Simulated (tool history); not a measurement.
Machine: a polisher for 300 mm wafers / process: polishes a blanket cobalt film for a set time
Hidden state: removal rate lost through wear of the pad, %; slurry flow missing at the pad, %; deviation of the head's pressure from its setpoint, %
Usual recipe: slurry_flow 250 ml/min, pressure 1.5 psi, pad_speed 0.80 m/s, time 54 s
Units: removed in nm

| run | hour | slurry_flow | pressure | pad_speed | time | wafers since the last listed run | wafers polished on this pad | hours since the slurry nozzle was cleaned | hours since the head pressure was calibrated | incoming thickness of the incoming film, nm | removed |
|---|---|---|---|---|---|---|---|---|---|---|---|
| 1 | 0.0 | 250 | 1.5 | 0.80 | 54 | 0 | 2574 | 474.6 | 51.7 | 1193.0 | 142.3 |
|  | 111.4 | slurry nozzle cleaned |
| 2 | 166.6 | 250 | 1.5 | 0.80 | 54 | 2159 | 4734 | 55.2 | 218.3 | 1155.7 | 139.4 |
| 3 | 206.7 | 250 | 1.5 | 0.80 | 54 | 522 | 5256 | 95.3 | 258.4 | 1174.0 | 138.0 |
| 4 | 337.1 | 250 | 1.5 | 0.80 | 54 | 1700 | 6957 | 225.7 | 388.8 | 1193.7 | 136.9 |
| 5 | 383.2 | 250 | 1.5 | 0.80 | 54 | 601 | 7558 | 271.8 | 434.9 | 1187.4 | 137.7 |
|  | 398.5 | worn pad replaced by a new one |
| 6 | 412.5 | 250 | 1.5 | 0.80 | 54 | 329 | 183 | 301.1 | 464.2 | 1179.1 | 149.4 |
| 7 | 437.5 | 250 | 1.5 | 0.80 | 54 | 325 | 509 | 326.1 | 489.2 | 1178.1 | 147.3 |
| 8 | 482.1 | 250 | 1.5 | 0.80 | 54 | 581 | 1090 | 370.7 | 533.8 | 1202.5 | 145.0 |
| 9 | 506.8 | 250 | 1.5 | 0.80 | 54 | 322 | 1412 | 395.4 | 558.5 | 1186.5 | 145.7 |
| 10 | 553.6 | 250 | 1.5 | 0.80 | 54 | 610 | 2022 | 442.2 | 605.3 | 1179.6 | 140.9 |
| 11 | 612.2 | 250 | 1.5 | 0.80 | 54 | 764 | 2787 | 500.8 | 663.9 | 1191.2 | 139.2 |
| 12 | 665.7 | 250 | 1.8 | 0.80 | 65 | 697 | 3484 | 554.3 | 717.4 | 1175.8 | 201.4 |
| 13 | 713.7 | 250 | 1.1 | 0.80 | 54 | 625 | 4110 | 602.3 | 765.4 | 1178.0 | 102.7 |
| 14 | 756.5 | 300 | 1.5 | 0.80 | 54 | 558 | 4668 | 645.1 | 808.2 | 1183.0 | 139.7 |
|  | 758.5 | slurry nozzle cleaned |
|  | 798.1 | head pressure recalibrated |
| 15 | 809.9 | 300 | 1.5 | 0.80 | 54 | 657 | 5325 | 51.4 | 11.8 | 1167.3 | 139.8 |
| 16 | 847.1 | 250 | 1.5 | 0.80 | 54 | 485 | 5810 | 88.6 | 49.0 | 1196.8 | 136.6 |
|  | 988.6 | worn pad replaced by a new one |
| 17 | 1023.8 | 250 | 1.3 | 0.70 | 54 | 2251 | 459 | 265.3 | 225.7 | 1201.7 | 110.4 |
| 18 | 1072.4 | 280 | 1.5 | 0.58 | 54 | 633 | 1092 | 313.9 | 274.3 | 1182.6 | 104.5 |
| 19 | 1136.1 | 250 | 1.5 | 0.80 | 54 | 830 | 1923 | 377.6 | 338.0 | 1189.1 | 141.5 |
| 20 | 1163.9 | 220 | 1.8 | 0.80 | 48 | 362 | 2285 | 405.4 | 365.8 | 1194.2 | 147.7 |
| 21 | 1233.7 | 250 | 1.5 | 0.80 | 54 | 910 | 3196 | 475.2 | 435.6 | 1200.0 | 139.4 |
| 22 | 1290.7 | 250 | 1.5 | 0.80 | 59 | 743 | 3939 | 532.2 | 492.6 | 1170.0 | 150.2 |
| 23 | 1339.2 | 250 | 1.3 | 0.80 | 64 | 632 | 4571 | 580.7 | 541.1 | 1197.1 | 141.4 |
| 24 | 1408.9 | 250 | 1.5 | 0.80 | 54 | 908 | 5480 | 650.4 | 610.8 | 1162.3 | 134.4 |
| 25 | 1464.6 | 250 | 1.5 | 0.80 | 59 | 726 | 6207 | 706.1 | 666.5 | 1187.0 | 147.8 |
|  | 1472.7 | slurry nozzle cleaned |
|  | 1513.1 | worn pad replaced by a new one |
| 26 | 1522.6 | 250 | 1.5 | 0.64 | 63 | 691 | 124 | 49.9 | 724.5 | 1163.4 | 137.4 |
|  | 1580.9 | head pressure recalibrated |
| 27 | 1642.6 | 285 | 1.8 | 0.64 | 66 | 1538 | 1663 | 169.9 | 61.7 | 1168.6 | 171.6 |
| 28 | 1670.3 | 250 | 1.5 | 0.80 | 48 | 361 | 2024 | 197.6 | 89.4 | 1186.8 | 125.6 |
| 29 | 1704.6 | 250 | 1.7 | 1.06 | 54 | 447 | 2471 | 231.9 | 123.7 | 1181.7 | 208.5 |
| 30 | 1756.1 | 250 | 1.5 | 0.80 | 54 | 671 | 3143 | 283.4 | 175.2 | 1194.0 | 137.7 |
| 31 | 1823.8 | 200 | 1.8 | 0.64 | 62 | 882 | 4025 | 351.1 | 242.9 | 1190.4 | 150.0 |
| 32 | 1884.2 | 250 | 1.8 | 1.00 | 66 | 787 | 4813 | 411.5 | 303.3 | 1176.4 | 256.2 |
| 33 | 1928.6 | 215 | 1.9 | 0.80 | 54 | 578 | 5392 | 455.9 | 347.7 | 1192.9 | 169.3 |
|  | 2066.9 | worn pad replaced by a new one |
| 34 | 2143.7 | 250 | 1.5 | 0.80 | 43 | 2752 | 1001 | 671.0 | 562.8 | 1178.7 | 116.5 |
|  | 2154.2 | slurry nozzle cleaned |
| 35 | 2186.3 | 250 | 1.5 | 0.80 | 54 | 542 | 1544 | 32.1 | 605.4 | 1180.4 | 140.4 |
| 36 | 2242.4 | 205 | 1.0 | 0.66 | 54 | 731 | 2275 | 88.2 | 661.5 | 1160.6 | 77.2 |
| 37 | 2294.7 | 180 | 1.5 | 0.80 | 54 | 681 | 2957 | 140.5 | 713.8 | 1191.5 | 137.1 |
| 38 | 2338.2 | 335 | 1.5 | 0.80 | 54 | 567 | 3524 | 184.0 | 757.3 | 1171.7 | 140.6 |

What differs in the tool's unlogged condition from the final listed run ahead of each entry between runs to the first listed run following it?
Logged between run 1 and run 2: slurry nozzle cleaned (hour 111.4)
  removal rate lost through wear of the pad, %: 5.89 -> 7.55
  difference, measured minus the result without the unlogged condition, removed: -8.9 -> -11.4 nm
Logged between run 5 and run 6: worn pad replaced by a new one (hour 398.5)
  removal rate lost through wear of the pad, %: 8.29 -> 0.857
  difference, measured minus the result without the unlogged condition, removed: -12.4 -> -1.3 nm
Logged between run 14 and run 15: slurry nozzle cleaned (hour 758.5); head pressure recalibrated (hour 798.1)
  removal rate lost through wear of the pad, %: 7.6 -> 7.88
  difference, measured minus the result without the unlogged condition, removed: -11.5 -> -12.0 nm
Logged between run 16 and run 17: worn pad replaced by a new one (hour 988.6)
  removal rate lost through wear of the pad, %: 8.04 -> 2.42
  difference, measured minus the result without the unlogged condition, removed: -12.0 -> -2.7 nm
Logged between run 25 and run 26: slurry nozzle cleaned (hour 1472.7); worn pad replaced by a new one (hour 1513.1)
  removal rate lost through wear of the pad, %: 8.8 -> 1.16
  difference, measured minus the result without the unlogged condition, removed: -14.3 -> -1.6 nm
Logged between run 26 and run 27: head pressure recalibrated (hour 1580.9)
  removal rate lost through wear of the pad, %: 1.16 -> 5.16
  difference, measured minus the result without the unlogged condition, removed: -1.6 -> -9.4 nm
Logged between run 33 and run 34: worn pad replaced by a new one (hour 2066.9)
  removal rate lost through wear of the pad, %: 8.42 -> 3.68
  difference, measured minus the result without the unlogged condition, removed: -15.6 -> -4.5 nm
Logged between run 34 and run 35: slurry nozzle cleaned (hour 2154.2)
  removal rate lost through wear of the pad, %: 3.68 -> 4.87
  difference, measured minus the result without the unlogged condition, removed: -4.5 -> -7.2 nm

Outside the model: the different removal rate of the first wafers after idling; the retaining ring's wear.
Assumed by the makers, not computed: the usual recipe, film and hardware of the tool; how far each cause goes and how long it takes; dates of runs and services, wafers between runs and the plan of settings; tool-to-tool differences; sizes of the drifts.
